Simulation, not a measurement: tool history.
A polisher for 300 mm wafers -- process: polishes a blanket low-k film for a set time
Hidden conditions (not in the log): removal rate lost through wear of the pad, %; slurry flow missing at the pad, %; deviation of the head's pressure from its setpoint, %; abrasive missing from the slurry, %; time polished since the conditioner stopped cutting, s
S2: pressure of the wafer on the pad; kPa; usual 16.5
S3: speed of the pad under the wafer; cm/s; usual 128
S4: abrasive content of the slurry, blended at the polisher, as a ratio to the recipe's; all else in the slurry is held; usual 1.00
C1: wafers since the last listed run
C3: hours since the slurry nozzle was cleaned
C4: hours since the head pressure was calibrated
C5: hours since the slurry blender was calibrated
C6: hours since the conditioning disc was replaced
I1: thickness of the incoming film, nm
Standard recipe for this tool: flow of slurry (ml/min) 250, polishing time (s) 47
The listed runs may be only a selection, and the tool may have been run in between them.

run 1 hour=0.0 | flow_of_slurry_(ml/min)=250 S2=16.5 S3=128 S4=1.00 polishing_time_(s)=47 | C1=0 wafers_polished_on_this_pad=977 C3=224.5 C4=829.5 C5=114.4 C6=69.3 | I1=596.3 | film_removed_(angstrom)=219
-- hour=5.6 worn pad replaced by a new one
run 2 hour=13.7 | flow_of_slurry_(ml/min)=250 S2=16.5 S3=128 S4=1.00 polishing_time_(s)=47 | C1=149 wafers_polished_on_this_pad=125 C3=238.2 C4=843.2 C5=128.1 C6=83.0 | I1=590.4 | film_removed_(angstrom)=219
run 3 hour=30.4 | flow_of_slurry_(ml/min)=250 S2=16.5 S3=128 S4=1.10 polishing_time_(s)=47 | C1=256 wafers_polished_on_this_pad=381 C3=254.9 C4=859.9 C5=144.8 C6=99.7 | I1=592.6 | film_removed_(angstrom)=223
run 4 hour=37.7 | flow_of_slurry_(ml/min)=250 S2=16.5 S3=128 S4=1.00 polishing_time_(s)=47 | C1=112 wafers_polished_on_this_pad=494 C3=262.2 C4=867.2 C5=152.1 C6=107.0 | I1=594.2 | film_removed_(angstrom)=215
run 5 hour=49.5 | flow_of_slurry_(ml/min)=250 S2=16.5 S3=128 S4=1.00 polishing_time_(s)=47 | C1=181 wafers_polished_on_this_pad=675 C3=274.0 C4=879.0 C5=163.9 C6=118.8 | I1=593.6 | film_removed_(angstrom)=214
-- hour=57.9 slurry blender recalibrated
run 6 hour=60.4 | flow_of_slurry_(ml/min)=250 S2=16.5 S3=128 S4=1.00 polishing_time_(s)=47 | C1=136 wafers_polished_on_this_pad=812 C3=284.9 C4=889.9 C5=2.5 C6=129.7 | I1=594.6 | film_removed_(angstrom)=222
-- hour=71.2 worn pad replaced by a new one
run 7 hour=73.7 | flow_of_slurry_(ml/min)=250 S2=16.5 S3=128 S4=1.00 polishing_time_(s)=47 | C1=143 wafers_polished_on_this_pad=37 C3=298.2 C4=903.2 C5=15.8 C6=143.0 | I1=583.0 | film_removed_(angstrom)=218
run 8 hour=89.7 | flow_of_slurry_(ml/min)=250 S2=20.7 S3=128 S4=1.00 polishing_time_(s)=47 | C1=246 wafers_polished_on_this_pad=283 C3=314.2 C4=919.2 C5=31.8 C6=159.0 | I1=584.5 | film_removed_(angstrom)=262
run 9 hour=106.7 | flow_of_slurry_(ml/min)=250 S2=20.7 S3=128 S4=1.00 polishing_time_(s)=47 | C1=261 wafers_polished_on_this_pad=545 C3=331.2 C4=936.2 C5=48.8 C6=176.0 | I1=588.8 | film_removed_(angstrom)=263
run 10 hour=120.6 | flow_of_slurry_(ml/min)=250 S2=16.5 S3=156 S4=1.00 polishing_time_(s)=47 | C1=213 wafers_polished_on_this_pad=759 C3=345.1 C4=950.1 C5=62.7 C6=189.9 | I1=587.0 | film_removed_(angstrom)=253
-- hour=129.7 slurry nozzle cleaned
-- hour=138.5 head pressure recalibrated
-- hour=141.8 worn pad replaced by a new one
run 11 hour=142.3 | flow_of_slurry_(ml/min)=250 S2=16.5 S3=128 S4=1.00 polishing_time_(s)=47 | C1=235 wafers_polished_on_this_pad=7 C3=12.6 C4=3.8 C5=84.4 C6=211.6 | I1=579.8 | film_removed_(angstrom)=231
run 12 hour=145.7 | flow_of_slurry_(ml/min)=250 S2=16.5 S3=128 S4=1.00 polishing_time_(s)=47 | C1=52 wafers_polished_on_this_pad=59 C3=16.0 C4=7.2 C5=87.8 C6=215.0 | I1=581.7 | film_removed_(angstrom)=226
run 13 hour=151.9 | flow_of_slurry_(ml/min)=250 S2=16.5 S3=104 S4=0.80 polishing_time_(s)=47 | C1=95 wafers_polished_on_this_pad=154 C3=22.2 C4=13.4 C5=94.0 C6=221.2 | I1=602.3 | film_removed_(angstrom)=175
run 14 hour=160.1 | flow_of_slurry_(ml/min)=275 S2=20.0 S3=108 S4=1.00 polishing_time_(s)=55 | C1=126 wafers_polished_on_this_pad=280 C3=30.4 C4=21.6 C5=102.2 C6=229.4 | I1=592.6 | film_removed_(angstrom)=272
run 15 hour=168.6 | flow_of_slurry_(ml/min)=250 S2=16.5 S3=128 S4=1.00 polishing_time_(s)=47 | C1=130 wafers_polished_on_this_pad=411 C3=38.9 C4=30.1 C5=110.7 C6=237.9 | I1=592.1 | film_removed_(angstrom)=224
run 16 hour=177.5 | flow_of_slurry_(ml/min)=250 S2=11.7 S3=128 S4=0.80 polishing_time_(s)=47 | C1=136 wafers_polished_on_this_pad=548 C3=47.8 C4=39.0 C5=119.6 C6=246.8 | I1=588.4 | film_removed_(angstrom)=152
run 17 hour=188.0 | flow_of_slurry_(ml/min)=250 S2=16.5 S3=128 S4=1.10 polishing_time_(s)=47 | C1=161 wafers_polished_on_this_pad=709 C3=58.3 C4=49.5 C5=130.1 C6=257.3 | I1=598.5 | film_removed_(angstrom)=233
run 18 hour=194.2 | flow_of_slurry_(ml/min)=300 S2=21.4 S3=128 S4=1.00 polishing_time_(s)=33 | C1=95 wafers_polished_on_this_pad=805 C3=64.5 C4=55.7 C5=136.3 C6=263.5 | I1=602.5 | film_removed_(angstrom)=193
-- hour=205.1 worn pad replaced by a new one
run 19 hour=205.6 | flow_of_slurry_(ml/min)=250 S2=16.5 S3=128 S4=1.15 polishing_time_(s)=47 | C1=113 wafers_polished_on_this_pad=8 C3=75.9 C4=67.1 C5=147.7 C6=274.9 | I1=586.6 | film_removed_(angstrom)=237
run 20 hour=211.5 | flow_of_slurry_(ml/min)=250 S2=16.5 S3=128 S4=1.10 polishing_time_(s)=47 | C1=90 wafers_polished_on_this_pad=98 C3=81.8 C4=73.0 C5=153.6 C6=280.8 | I1=588.4 | film_removed_(angstrom)=229
run 21 hour=220.5 | flow_of_slurry_(ml/min)=285 S2=16.5 S3=128 S4=1.00 polishing_time_(s)=47 | C1=138 wafers_polished_on_this_pad=237 C3=90.8 C4=82.0 C5=162.6 C6=289.8 | I1=599.6 | film_removed_(angstrom)=223
-- hour=235.2 slurry blender recalibrated
-- hour=244.8 conditioning disc replaced and pad reconditioned
-- hour=267.7 worn pad replaced by a new one
run 22 hour=268.2 | flow_of_slurry_(ml/min)=305 S2=16.5 S3=142 S4=0.80 polishing_time_(s)=32 | C1=610 wafers_polished_on_this_pad=8 C3=138.5 C4=129.7 C5=33.0 C6=23.4 | I1=592.8 | film_removed_(angstrom)=154
run 23 hour=284.2 | flow_of_slurry_(ml/min)=180 S2=16.5 S3=146 S4=1.00 polishing_time_(s)=37 | C1=246 wafers_polished_on_this_pad=254 C3=154.5 C4=145.7 C5=49.0 C6=39.4 | I1=583.3 | film_removed_(angstrom)=193
run 24 hour=305.7 | flow_of_slurry_(ml/min)=250 S2=16.5 S3=128 S4=1.00 polishing_time_(s)=31 | C1=330 wafers_polished_on_this_pad=584 C3=176.0 C4=167.2 C5=70.5 C6=60.9 | I1=593.6 | film_removed_(angstrom)=151
run 25 hour=315.9 | flow_of_slurry_(ml/min)=250 S2=16.5 S3=128 S4=1.00 polishing_time_(s)=47 | C1=156 wafers_polished_on_this_pad=741 C3=186.2 C4=177.4 C5=80.7 C6=71.1 | I1=584.4 | film_removed_(angstrom)=229

The tool's hidden state at each run:
removal rate lost through wear of the pad, %: 0 in every run
deviation of the head's pressure from its setpoint, %: 0 in every run
time polished since the conditioner stopped cutting, s: 0 in every run
H1: slurry flow missing at the pad, %
H2: abrasive missing from the slurry, %
run=1 H1=34.1 H2=10.5
run=2 H1=35.9 H2=11.7
run=3 H1=38 H2=13.2
run=4 H1=38.9 H2=13.8
run=5 H1=40.4 H2=14.9
run=6 H1=41.7 H2=1.2
run=7 H1=43.4 H2=2.38
run=8 H1=45.4 H2=3.79
run=9 H1=47.6 H2=5.28
run=10 H1=49.3 H2=6.51
run=11 H1=1.71 H2=8.42
run=12 H1=2.14 H2=8.72
run=13 H1=2.92 H2=9.27
run=14 H1=3.95 H2=9.99
run=15 H1=5.02 H2=10.7
run=16 H1=6.14 H2=11.5
run=17 H1=7.46 H2=12.4
run=18 H1=8.24 H2=13
run=19 H1=9.67 H2=14
run=20 H1=10.4 H2=14.5
run=21 H1=11.5 H2=15.3
run=22 H1=17.5 H2=2.95
run=23 H1=19.6 H2=4.36
run=24 H1=22.3 H2=6.26
run=25 H1=23.5 H2=7.16
